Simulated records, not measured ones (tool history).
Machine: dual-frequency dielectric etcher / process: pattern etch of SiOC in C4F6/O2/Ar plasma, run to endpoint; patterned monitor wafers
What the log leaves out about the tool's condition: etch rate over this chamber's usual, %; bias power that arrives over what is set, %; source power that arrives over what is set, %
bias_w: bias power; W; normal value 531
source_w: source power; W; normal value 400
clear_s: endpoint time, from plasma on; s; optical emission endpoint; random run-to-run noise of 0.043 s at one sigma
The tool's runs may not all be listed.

| run | hour | bias_w | source_w | wafers since the last listed run | hours since the last wet clean | hours since the last bias power generator calibration | hours since the last source power generator calibration | hours since the last upper electrode change | incoming incoming film thickness, nm | clear_s |
|---|---|---|---|---|---|---|---|---|---|---|
| 1 | 0 | 531 | 400 | 0 | 111.5 | 1777.1 | 201.5 | 3460.9 | 36.88 | 11.3 |
| 2 | 83.8 | 531 | 400 | 967 | 195.3 | 1860.9 | 285.3 | 3544.7 | 37.27 | 11.4 |
| 3 | 145.7 | 599 | 350 | 714 | 257.2 | 1922.8 | 347.2 | 3606.6 | 37.74 | 11.4 |
| 4 | 203.7 | 599 | 350 | 669 | 315.2 | 1980.8 | 405.2 | 3664.6 | 37.22 | 11.2 |
| 5 | 264.2 | 599 | 350 | 698 | 375.7 | 2041.3 | 465.7 | 3725.1 | 37.2 | 11.1 |
| 6 | 345.9 | 484 | 380 | 942 | 457.4 | 2123 | 547.4 | 3806.8 | 37.49 | 11.9 |
| 7 | 404.5 | 484 | 380 | 676 | 516 | 2181.6 | 606 | 3865.4 | 37.51 | 11.9 |
|  | 448.3 | wet clean of the chamber |
| 8 | 478 | 484 | 380 | 571 | 29.7 | 2255.1 | 679.5 | 3938.9 | 37.22 | 12.1 |
| 9 | 540.7 | 531 | 380 | 723 | 92.4 | 2317.8 | 742.2 | 4001.6 | 37.54 | 11.7 |
| 10 | 642.9 | 531 | 380 | 1179 | 194.6 | 2420 | 844.4 | 4103.8 | 38 | 11.7 |
| 11 | 712 | 531 | 470 | 797 | 263.7 | 2489.1 | 913.5 | 4172.9 | 38 | 11 |
| 12 | 805.4 | 531 | 470 | 1077 | 357.1 | 2582.5 | 1006.9 | 4266.3 | 37.53 | 10.9 |
| 13 | 911.8 | 561 | 400 | 1227 | 463.5 | 2688.9 | 1113.3 | 4372.7 | 37.39 | 11 |
| 14 | 1006.1 | 470 | 370 | 1088 | 557.8 | 2783.2 | 1207.6 | 4467 | 37.89 | 12.2 |
|  | 1014.9 | bias power generator calibrated |
|  | 1056.4 | wet clean of the chamber |
| 15 | 1056.9 | 425 | 400 | 263 | 0.5 | 42 | 1258.4 | 4517.8 | 37.65 | 12.7 |
| 16 | 1139.6 | 443 | 370 | 954 | 83.2 | 124.7 | 1341.1 | 4600.5 | 37.05 | 12.6 |
| 17 | 1233.2 | 641 | 400 | 1080 | 176.8 | 218.3 | 1434.7 | 4694.1 | 37.39 | 10.6 |
|  | 1253.9 | source power generator calibrated |
| 18 | 1269.6 | 565 | 490 | 373 | 213.2 | 254.7 | 15.7 | 4730.5 | 37.78 | 10.6 |
| 19 | 1318.4 | 412 | 460 | 563 | 262 | 303.5 | 64.5 | 4779.3 | 37.5 | 12.2 |
| 20 | 1412.6 | 531 | 320 | 1087 | 356.2 | 397.7 | 158.7 | 4873.5 | 37.12 | 11.9 |
| 21 | 1500.9 | 629 | 440 | 1019 | 444.5 | 486 | 247 | 4961.8 | 37.83 | 10.3 |
| 22 | 1592.3 | 531 | 400 | 1054 | 535.9 | 577.4 | 338.4 | 5053.2 | 37.8 | 11.3 |
|  | 1622 | wet clean of the chamber |
| 23 | 1683.4 | 584 | 320 | 774 | 61.4 | 668.5 | 429.5 | 5144.3 | 37.27 | 11.7 |
|  | 1788.7 | upper electrode replaced |
| 24 | 1789.2 | 663 | 340 | 944 | 167.2 | 774.3 | 535.3 | 0.5 | 37.44 | 10.9 |
| 25 | 2073 | 531 | 370 | 3275 | 451 | 1058.1 | 819.1 | 284.3 | 37.22 | 11.5 |
| 26 | 2202.2 | 437 | 300 | 1491 | 580.2 | 1187.3 | 948.3 | 413.5 | 37.81 | 13.3 |
| 27 | 2272.4 | 443 | 370 | 810 | 650.4 | 1257.5 | 1018.5 | 483.7 | 37.26 | 12.2 |
|  | 2341.3 | wet clean of the chamber |
| 28 | 2341.9 | 644 | 450 | 525 | 0.6 | 1327 | 1088 | 553.2 | 37.66 | 10.4 |
| 29 | 2449.5 | 649 | 450 | 1241 | 108.2 | 1434.6 | 1195.6 | 660.8 | 37.52 | 10.3 |
| 30 | 2490.3 | 531 | 400 | 470 | 149 | 1475.4 | 1236.4 | 701.6 | 37.81 | 11.6 |
| 31 | 2597.5 | 484 | 380 | 1237 | 256.2 | 1582.6 | 1343.6 | 808.8 | 37.41 | 12 |
| 32 | 2637.6 | 474 | 400 | 462 | 296.3 | 1622.7 | 1383.7 | 848.9 | 37.82 | 12.1 |
| 33 | 2706.6 | 624 | 330 | 796 | 365.3 | 1691.7 | 1452.7 | 917.9 | 37.55 | 11.2 |
|  | 2753 | source power generator calibrated |
| 34 | 2757.8 | 494 | 430 | 544 | 416.5 | 1742.9 | 4.8 | 969.1 | 37.55 | 11.5 |

Here are 5 independent what-if runs from the current tool condition. What would each one return?
| A | 2758.2 | 421 | 400 | 4 | 416.9 | 1743.3 | 5.2 | 969.5 | 37.7 | ? |
| B | 2758.2 | 467 | 360 | 4 | 416.9 | 1743.3 | 5.2 | 969.5 | 37.7 | ? |
| C | 2758.2 | 531 | 300 | 4 | 416.9 | 1743.3 | 5.2 | 969.5 | 37.7 | ? |
| D | 2758.2 | 635 | 350 | 4 | 416.9 | 1743.3 | 5.2 | 969.5 | 37.7 | ? |
| E | 2758.2 | 571 | 490 | 4 | 416.9 | 1743.3 | 5.2 | 969.5 | 37.7 | ? |

| run | clear_s |
|---|---|
| A | 12.6 |
| B | 12.4 |
| C | 12.4 |
| D | 11 |
| E | 10.5 |
Had the tool no hidden state, the same runs would have come out as:
| run | clear_s |
|---|---|
| A | 12.8 |
| B | 12.6 |
| C | 12.5 |
| D | 11.2 |
| E | 10.6 |

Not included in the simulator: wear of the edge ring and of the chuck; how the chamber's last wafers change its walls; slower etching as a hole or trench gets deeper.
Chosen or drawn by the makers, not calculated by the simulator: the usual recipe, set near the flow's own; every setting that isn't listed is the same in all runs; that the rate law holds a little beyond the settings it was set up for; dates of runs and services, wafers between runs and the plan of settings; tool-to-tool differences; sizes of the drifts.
